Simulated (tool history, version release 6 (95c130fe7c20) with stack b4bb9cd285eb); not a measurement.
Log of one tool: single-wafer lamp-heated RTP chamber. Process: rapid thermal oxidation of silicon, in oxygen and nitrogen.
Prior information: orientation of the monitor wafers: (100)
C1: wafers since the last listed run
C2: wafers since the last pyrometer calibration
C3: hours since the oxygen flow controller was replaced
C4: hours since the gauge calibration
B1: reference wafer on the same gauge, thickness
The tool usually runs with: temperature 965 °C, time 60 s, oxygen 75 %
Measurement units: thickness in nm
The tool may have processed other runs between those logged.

{"run": 1, "hour": 0.0, "temperature": 965, "time": 60, "oxygen": 75, "C1": 0, "C2": 2941, "C3": 4516.3, "C4": 615, "B1": 4.308, "thickness": 4.319}
{"run": 2, "hour": 43.0, "temperature": 965, "time": 60, "oxygen": 75, "C1": 307, "C2": 3249, "C3": 4559.3, "C4": 658, "B1": 4.31, "thickness": 4.313}
{"run": 3, "hour": 93.8, "temperature": 965, "time": 60, "oxygen": 75, "C1": 363, "C2": 3613, "C3": 4610.1, "C4": 708.8, "B1": 4.308, "thickness": 4.313}
{"run": 4, "hour": 136.6, "temperature": 965, "time": 60, "oxygen": 75, "C1": 306, "C2": 3919, "C3": 4652.9, "C4": 751.6, "B1": 4.312, "thickness": 4.324}
{"run": 5, "hour": 173.1, "temperature": 965, "time": 60, "oxygen": 52, "C1": 261, "C2": 4180, "C3": 4689.4, "C4": 788.1, "B1": 4.311, "thickness": 3.851}
{"run": 6, "hour": 228.2, "temperature": 965, "time": 60, "oxygen": 75, "C1": 394, "C2": 4574, "C3": 4744.5, "C4": 843.2, "B1": 4.31, "thickness": 4.308}
{"hour": 238.6, "done": "pyrometer window cleaned and pyrometer calibrated"}
{"run": 7, "hour": 297.4, "temperature": 965, "time": 60, "oxygen": 75, "C1": 437, "C2": 420, "C3": 4813.7, "C4": 912.4, "B1": 4.307, "thickness": 4.201}
{"run": 8, "hour": 326.9, "temperature": 965, "time": 60, "oxygen": 75, "C1": 211, "C2": 631, "C3": 4843.2, "C4": 941.9, "B1": 4.31, "thickness": 4.272}
{"run": 9, "hour": 385.4, "temperature": 965, "time": 60, "oxygen": 75, "C1": 418, "C2": 1049, "C3": 4901.7, "C4": 1000.4, "B1": 4.308, "thickness": 4.263}
{"run": 10, "hour": 452.7, "temperature": 965, "time": 60, "oxygen": 75, "C1": 481, "C2": 1531, "C3": 4969, "C4": 1067.7, "B1": 4.318, "thickness": 4.289}
{"run": 11, "hour": 522.5, "temperature": 965, "time": 60, "oxygen": 75, "C1": 499, "C2": 2030, "C3": 5038.8, "C4": 1137.5, "B1": 4.315, "thickness": 4.32}
{"run": 12, "hour": 578.1, "temperature": 965, "time": 50, "oxygen": 75, "C1": 397, "C2": 2428, "C3": 5094.4, "C4": 1193.1, "B1": 4.31, "thickness": 4.01}
{"run": 13, "hour": 625.7, "temperature": 965, "time": 50, "oxygen": 75, "C1": 340, "C2": 2769, "C3": 5142, "C4": 1240.7, "B1": 4.311, "thickness": 4.005}
{"run": 14, "hour": 673.5, "temperature": 980, "time": 60, "oxygen": 75, "C1": 341, "C2": 3111, "C3": 5189.8, "C4": 1288.5, "B1": 4.309, "thickness": 4.803}
{"run": 15, "hour": 699.3, "temperature": 980, "time": 60, "oxygen": 75, "C1": 184, "C2": 3295, "C3": 5215.6, "C4": 1314.3, "B1": 4.307, "thickness": 4.812}
{"run": 16, "hour": 755.6, "temperature": 965, "time": 60, "oxygen": 75, "C1": 402, "C2": 3698, "C3": 5271.9, "C4": 1370.6, "B1": 4.312, "thickness": 4.336}
{"run": 17, "hour": 790.3, "temperature": 965, "time": 60, "oxygen": 75, "C1": 248, "C2": 3946, "C3": 5306.6, "C4": 1405.3, "B1": 4.314, "thickness": 4.327}
{"run": 18, "hour": 826.3, "temperature": 965, "time": 60, "oxygen": 75, "C1": 257, "C2": 4204, "C3": 5342.6, "C4": 1441.3, "B1": 4.306, "thickness": 4.332}
{"run": 19, "hour": 892.0, "temperature": 965, "time": 60, "oxygen": 75, "C1": 470, "C2": 4674, "C3": 5408.3, "C4": 1507, "B1": 4.305, "thickness": 4.334}
{"run": 20, "hour": 956.4, "temperature": 937, "time": 60, "oxygen": 75, "C1": 460, "C2": 5134, "C3": 5472.7, "C4": 1571.4, "B1": 4.309, "thickness": 3.601}
{"hour": 967.6, "done": "pyrometer window cleaned and pyrometer calibrated"}
{"hour": 985.4, "done": "oxygen flow controller replaced"}
{"run": 21, "hour": 1003.4, "temperature": 993, "time": 46, "oxygen": 53, "C1": 221, "C2": 198, "C3": 18, "C4": 1618.4, "B1": 4.306, "thickness": 4.077}
{"run": 22, "hour": 1046.6, "temperature": 965, "time": 87, "oxygen": 75, "C1": 309, "C2": 508, "C3": 61.2, "C4": 1661.6, "B1": 4.305, "thickness": 4.929}
{"run": 23, "hour": 1115.5, "temperature": 973, "time": 60, "oxygen": 60, "C1": 492, "C2": 1000, "C3": 130.1, "C4": 1730.5, "B1": 4.31, "thickness": 4.175}
{"run": 24, "hour": 1197.6, "temperature": 965, "time": 60, "oxygen": 92, "C1": 587, "C2": 1588, "C3": 212.2, "C4": 1812.6, "B1": 4.307, "thickness": 4.572}
{"hour": 1241.5, "done": "gauge calibrated"}
{"run": 25, "hour": 1248.2, "temperature": 965, "time": 60, "oxygen": 75, "C1": 361, "C2": 1950, "C3": 262.8, "C4": 6.7, "B1": 4.308, "thickness": 4.274}
{"run": 26, "hour": 1309.2, "temperature": 957, "time": 71, "oxygen": 48, "C1": 436, "C2": 2386, "C3": 323.8, "C4": 67.7, "B1": 4.312, "thickness": 3.775}
{"run": 27, "hour": 1371.3, "temperature": 937, "time": 68, "oxygen": 75, "C1": 444, "C2": 2830, "C3": 385.9, "C4": 129.8, "B1": 4.306, "thickness": 3.715}
{"run": 28, "hour": 1421.8, "temperature": 938, "time": 44, "oxygen": 62, "C1": 361, "C2": 3192, "C3": 436.4, "C4": 180.3, "B1": 4.315, "thickness": 3.069}
{"run": 29, "hour": 1477.8, "temperature": 965, "time": 60, "oxygen": 75, "C1": 400, "C2": 3592, "C3": 492.4, "C4": 236.3, "B1": 4.313, "thickness": 4.322}
{"run": 30, "hour": 1518.7, "temperature": 986, "time": 73, "oxygen": 53, "C1": 292, "C2": 3885, "C3": 533.3, "C4": 277.2, "B1": 4.313, "thickness": 4.846}
{"run": 31, "hour": 1580.2, "temperature": 965, "time": 60, "oxygen": 45, "C1": 439, "C2": 4325, "C3": 594.8, "C4": 338.7, "B1": 4.31, "thickness": 3.704}
{"run": 32, "hour": 1645.0, "temperature": 976, "time": 36, "oxygen": 75, "C1": 463, "C2": 4789, "C3": 659.6, "C4": 403.5, "B1": 4.311, "thickness": 3.81}
{"hour": 1659.9, "done": "pyrometer window cleaned and pyrometer calibrated"}
{"run": 33, "hour": 1683.6, "temperature": 952, "time": 85, "oxygen": 52, "C1": 218, "C2": 169, "C3": 698.2, "C4": 442.1, "B1": 4.305, "thickness": 3.919}
{"run": 34, "hour": 1758.1, "temperature": 993, "time": 32, "oxygen": 64, "C1": 532, "C2": 702, "C3": 772.7, "C4": 516.6, "B1": 4.302, "thickness": 3.797}
{"run": 35, "hour": 1805.7, "temperature": 965, "time": 48, "oxygen": 56, "C1": 340, "C2": 1042, "C3": 820.3, "C4": 564.2, "B1": 4.312, "thickness": 3.578}
{"run": 36, "hour": 1882.2, "temperature": 965, "time": 60, "oxygen": 75, "C1": 547, "C2": 1590, "C3": 896.8, "C4": 640.7, "B1": 4.311, "thickness": 4.295}
{"run": 37, "hour": 1936.3, "temperature": 965, "time": 81, "oxygen": 75, "C1": 387, "C2": 1977, "C3": 950.9, "C4": 694.8, "B1": 4.309, "thickness": 4.865}
{"run": 38, "hour": 1993.9, "temperature": 965, "time": 60, "oxygen": 75, "C1": 412, "C2": 2389, "C3": 1008.5, "C4": 752.4, "B1": 4.315, "thickness": 4.288}
{"run": 39, "hour": 2029.6, "temperature": 939, "time": 37, "oxygen": 75, "C1": 255, "C2": 2644, "C3": 1044.2, "C4": 788.1, "B1": 4.316, "thickness": 3.051}

Results for each run, recomputed without the tool's hidden state and with each run's random variation untouched:
Hidden state at play: true wafer temperature minus pyrometer reading, K; deviation of the oxygen flow from its setpoint, %; gauge reads high (%).
run=1 thickness=4.164
run=2 thickness=4.154
run=3 thickness=4.15
run=4 thickness=4.157
run=5 thickness=3.712
run=6 thickness=4.137
run=7 thickness=4.134
run=8 thickness=4.187
run=9 thickness=4.151
run=10 thickness=4.153
run=11 thickness=4.165
run=12 thickness=3.861
run=13 thickness=3.85
run=14 thickness=4.601
run=15 thickness=4.607
run=16 thickness=4.15
run=17 thickness=4.139
run=18 thickness=4.142
run=19 thickness=4.141
run=20 thickness=3.454
run=21 thickness=4.048
run=22 thickness=4.858
run=23 thickness=4.087
run=24 thickness=4.44
run=25 thickness=4.142
run=26 thickness=3.66
run=27 thickness=3.592
run=28 thickness=2.985
run=29 thickness=4.158
run=30 thickness=4.658
run=31 thickness=3.575
run=32 thickness=3.669
run=33 thickness=3.897
run=34 thickness=3.739
run=35 thickness=3.509
run=36 thickness=4.175
run=37 thickness=4.707
run=38 thickness=4.144
run=39 thickness=2.969

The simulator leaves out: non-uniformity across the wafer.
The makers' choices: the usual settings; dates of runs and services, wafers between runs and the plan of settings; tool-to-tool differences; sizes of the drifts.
